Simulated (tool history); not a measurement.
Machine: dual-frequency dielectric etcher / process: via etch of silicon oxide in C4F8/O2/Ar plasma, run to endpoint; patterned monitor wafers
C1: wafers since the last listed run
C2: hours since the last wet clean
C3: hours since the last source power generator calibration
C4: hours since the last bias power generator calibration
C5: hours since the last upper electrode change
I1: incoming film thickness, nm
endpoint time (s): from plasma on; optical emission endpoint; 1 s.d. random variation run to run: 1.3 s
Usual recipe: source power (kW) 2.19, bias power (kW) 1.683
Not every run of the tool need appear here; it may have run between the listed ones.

{"run": 1, "hour": 0.0, "source power (kW)": 2.19, "bias power (kW)": 1.683, "C1": 0, "C2": 506.3, "C3": 1148, "C4": 556.5, "C5": 335.4, "I1": 1065.5, "endpoint time (s)": 211.3}
{"run": 2, "hour": 77.7, "source power (kW)": 1.99, "bias power (kW)": 1.683, "C1": 403, "C2": 584, "C3": 1225.7, "C4": 634.2, "C5": 413.1, "I1": 1066.1, "endpoint time (s)": 221.7}
{"hour": 103.1, "done": "wet clean of the chamber"}
{"run": 3, "hour": 118.2, "source power (kW)": 2.19, "bias power (kW)": 1.683, "C1": 85, "C2": 15.1, "C3": 1266.2, "C4": 674.7, "C5": 453.6, "I1": 1088, "endpoint time (s)": 207.3}
{"run": 4, "hour": 169.0, "source power (kW)": 2.19, "bias power (kW)": 1.683, "C1": 263, "C2": 65.9, "C3": 1317, "C4": 725.5, "C5": 504.4, "I1": 1061.6, "endpoint time (s)": 205}
{"run": 5, "hour": 222.9, "source power (kW)": 2.4, "bias power (kW)": 1.683, "C1": 279, "C2": 119.8, "C3": 1370.9, "C4": 779.4, "C5": 558.3, "I1": 1078.9, "endpoint time (s)": 200.7}
{"run": 6, "hour": 304.2, "source power (kW)": 2.4, "bias power (kW)": 1.683, "C1": 422, "C2": 201.1, "C3": 1452.2, "C4": 860.7, "C5": 639.6, "I1": 1070.8, "endpoint time (s)": 198.7}
{"run": 7, "hour": 400.5, "source power (kW)": 2.4, "bias power (kW)": 1.683, "C1": 500, "C2": 297.4, "C3": 1548.5, "C4": 957, "C5": 735.9, "I1": 1071.1, "endpoint time (s)": 202.3}
{"run": 8, "hour": 486.2, "source power (kW)": 2.19, "bias power (kW)": 1.683, "C1": 445, "C2": 383.1, "C3": 1634.2, "C4": 1042.7, "C5": 821.6, "I1": 1059.4, "endpoint time (s)": 209.5}
{"run": 9, "hour": 584.1, "source power (kW)": 2.19, "bias power (kW)": 1.683, "C1": 508, "C2": 481, "C3": 1732.1, "C4": 1140.6, "C5": 919.5, "I1": 1073.4, "endpoint time (s)": 211.3}
{"run": 10, "hour": 672.5, "source power (kW)": 2.19, "bias power (kW)": 1.683, "C1": 459, "C2": 569.4, "C3": 1820.5, "C4": 1229, "C5": 1007.9, "I1": 1064.2, "endpoint time (s)": 212.9}
{"hour": 710.7, "done": "wet clean of the chamber"}
{"run": 11, "hour": 744.8, "source power (kW)": 2.19, "bias power (kW)": 1.683, "C1": 250, "C2": 34.1, "C3": 1892.8, "C4": 1301.3, "C5": 1080.2, "I1": 1085.5, "endpoint time (s)": 206.7}
{"run": 12, "hour": 797.4, "source power (kW)": 1.77, "bias power (kW)": 1.683, "C1": 273, "C2": 86.7, "C3": 1945.4, "C4": 1353.9, "C5": 1132.8, "I1": 1083.6, "endpoint time (s)": 224.4}
{"run": 13, "hour": 864.1, "source power (kW)": 1.77, "bias power (kW)": 1.683, "C1": 346, "C2": 153.4, "C3": 2012.1, "C4": 1420.6, "C5": 1199.5, "I1": 1065.4, "endpoint time (s)": 221.3}
{"run": 14, "hour": 919.2, "source power (kW)": 1.77, "bias power (kW)": 1.683, "C1": 286, "C2": 208.5, "C3": 2067.2, "C4": 1475.7, "C5": 1254.6, "I1": 1060, "endpoint time (s)": 222.6}
{"hour": 924.7, "done": "bias power generator calibrated"}
{"run": 15, "hour": 960.7, "source power (kW)": 1.84, "bias power (kW)": 1.683, "C1": 194, "C2": 250, "C3": 2108.7, "C4": 36, "C5": 1296.1, "I1": 1068.8, "endpoint time (s)": 219.5}
{"run": 16, "hour": 1039.3, "source power (kW)": 2.05, "bias power (kW)": 1.948, "C1": 408, "C2": 328.6, "C3": 2187.3, "C4": 114.6, "C5": 1374.7, "I1": 1066.9, "endpoint time (s)": 204.7}
{"hour": 1148.5, "done": "source power generator calibrated"}
{"run": 17, "hour": 1201.1, "source power (kW)": 2.19, "bias power (kW)": 1.374, "C1": 819, "C2": 490.4, "C3": 52.6, "C4": 276.4, "C5": 1536.5, "I1": 1066.5, "endpoint time (s)": 224.3}
{"hour": 1261.7, "done": "wet clean of the chamber"}
{"run": 18, "hour": 1300.5, "source power (kW)": 2.19, "bias power (kW)": 1.683, "C1": 391, "C2": 38.8, "C3": 152, "C4": 375.8, "C5": 1635.9, "I1": 1063.8, "endpoint time (s)": 207.5}
{"run": 19, "hour": 1402.8, "source power (kW)": 2.51, "bias power (kW)": 1.352, "C1": 531, "C2": 141.1, "C3": 254.3, "C4": 478.1, "C5": 1738.2, "I1": 1064.6, "endpoint time (s)": 205.6}
{"run": 20, "hour": 1438.9, "source power (kW)": 2.53, "bias power (kW)": 1.372, "C1": 187, "C2": 177.2, "C3": 290.4, "C4": 514.2, "C5": 1774.3, "I1": 1071.4, "endpoint time (s)": 206.6}
{"run": 21, "hour": 1477.9, "source power (kW)": 2.19, "bias power (kW)": 1.382, "C1": 202, "C2": 216.2, "C3": 329.4, "C4": 553.2, "C5": 1813.3, "I1": 1074.3, "endpoint time (s)": 220}
{"run": 22, "hour": 1562.8, "source power (kW)": 2.19, "bias power (kW)": 1.683, "C1": 440, "C2": 301.1, "C3": 414.3, "C4": 638.1, "C5": 1898.2, "I1": 1069.4, "endpoint time (s)": 207.4}
{"run": 23, "hour": 1632.3, "source power (kW)": 2.19, "bias power (kW)": 1.683, "C1": 360, "C2": 370.6, "C3": 483.8, "C4": 707.6, "C5": 1967.7, "I1": 1061.4, "endpoint time (s)": 210}
{"run": 24, "hour": 1687.0, "source power (kW)": 2.19, "bias power (kW)": 2.098, "C1": 284, "C2": 425.3, "C3": 538.5, "C4": 762.3, "C5": 2022.4, "I1": 1087.5, "endpoint time (s)": 204.9}
{"hour": 1747.9, "done": "upper electrode replaced, of another model than before"}
{"run": 25, "hour": 1748.4, "source power (kW)": 1.75, "bias power (kW)": 1.683, "C1": 194, "C2": 486.7, "C3": 599.9, "C4": 823.7, "C5": 0.5, "I1": 1059.4, "endpoint time (s)": 236.6}
{"run": 26, "hour": 1806.6, "source power (kW)": 2.19, "bias power (kW)": 1.95, "C1": 302, "C2": 544.9, "C3": 658.1, "C4": 881.9, "C5": 58.7, "I1": 1074.6, "endpoint time (s)": 202.8}
{"hour": 1848.4, "done": "wet clean of the chamber"}
{"run": 27, "hour": 1940.6, "source power (kW)": 1.72, "bias power (kW)": 1.683, "C1": 571, "C2": 92.2, "C3": 792.1, "C4": 1015.9, "C5": 192.7, "I1": 1065, "endpoint time (s)": 231.2}
{"run": 28, "hour": 2034.3, "source power (kW)": 1.75, "bias power (kW)": 1.955, "C1": 486, "C2": 185.9, "C3": 885.8, "C4": 1109.6, "C5": 286.4, "I1": 1061.6, "endpoint time (s)": 217.6}
{"run": 29, "hour": 2265.1, "source power (kW)": 2.19, "bias power (kW)": 1.683, "C1": 1198, "C2": 416.7, "C3": 1116.6, "C4": 1340.4, "C5": 517.2, "I1": 1075.9, "endpoint time (s)": 209.7}
{"run": 30, "hour": 2319.2, "source power (kW)": 2.01, "bias power (kW)": 1.563, "C1": 280, "C2": 470.8, "C3": 1170.7, "C4": 1394.5, "C5": 571.3, "I1": 1076.9, "endpoint time (s)": 227.7}
{"hour": 2395.0, "done": "wet clean of the chamber"}
{"run": 31, "hour": 2415.1, "source power (kW)": 2.72, "bias power (kW)": 2.043, "C1": 373, "C2": 20.1, "C3": 1266.6, "C4": 1490.4, "C5": 667.2, "I1": 1060.8, "endpoint time (s)": 167.2}
{"run": 32, "hour": 2521.2, "source power (kW)": 1.77, "bias power (kW)": 1.851, "C1": 551, "C2": 126.2, "C3": 1372.7, "C4": 1596.5, "C5": 773.3, "I1": 1078.3, "endpoint time (s)": 223.2}
{"run": 33, "hour": 2605.5, "source power (kW)": 2.19, "bias power (kW)": 2.005, "C1": 437, "C2": 210.5, "C3": 1457, "C4": 1680.8, "C5": 857.6, "I1": 1062.5, "endpoint time (s)": 192.8}
{"run": 34, "hour": 2644.9, "source power (kW)": 2.72, "bias power (kW)": 1.501, "C1": 204, "C2": 249.9, "C3": 1496.4, "C4": 1720.2, "C5": 897, "I1": 1070.2, "endpoint time (s)": 198.8}

Hidden state at the last listed run before each entry between runs and at the first one after, where it differs:
Between runs 2 and 3: wet clean of the chamber (hour 103.1)
  etch rate over this chamber's usual, %: -4.6 -> 0.292
  measured result minus the result with no hidden state, endpoint time (s): +10.2 -> -0.6
Between runs 10 and 11: wet clean of the chamber (hour 710.7)
  etch rate over this chamber's usual, %: -4.37 -> 0.266
  measured result minus the result with no hidden state, endpoint time (s): +9.3 -> -0.6
Between runs 14 and 15: bias power generator calibrated (hour 924.7)
  etch rate over this chamber's usual, %: -1.2 -> -1.55
  measured result minus the result with no hidden state, endpoint time (s): +2.6 -> +3.4
Between runs 16 and 17: source power generator calibrated (hour 1148.5)
  etch rate over this chamber's usual, %: -2.21 -> -3.57
  measured result minus the result with no hidden state, endpoint time (s): +4.5 -> +8
Between runs 17 and 18: wet clean of the chamber (hour 1261.7)
  etch rate over this chamber's usual, %: -3.57 -> -0.567
  measured result minus the result with no hidden state, endpoint time (s): +8 -> +1.2
Between runs 24 and 25: upper electrode replaced, of another model than before (hour 1747.9)
  etch rate over this chamber's usual, %: -3.81 -> -4.33
  measured result minus the result with no hidden state, endpoint time (s): +7.8 -> +10.2
Between runs 26 and 27: wet clean of the chamber (hour 1848.4)
  etch rate over this chamber's usual, %: -4.82 -> -0.458
  measured result minus the result with no hidden state, endpoint time (s): +9.8 -> +1.1
Between runs 30 and 31: wet clean of the chamber (hour 2395)
  etch rate over this chamber's usual, %: -3.64 -> -0.296
  measured result minus the result with no hidden state, endpoint time (s): +8.3 -> +0.5
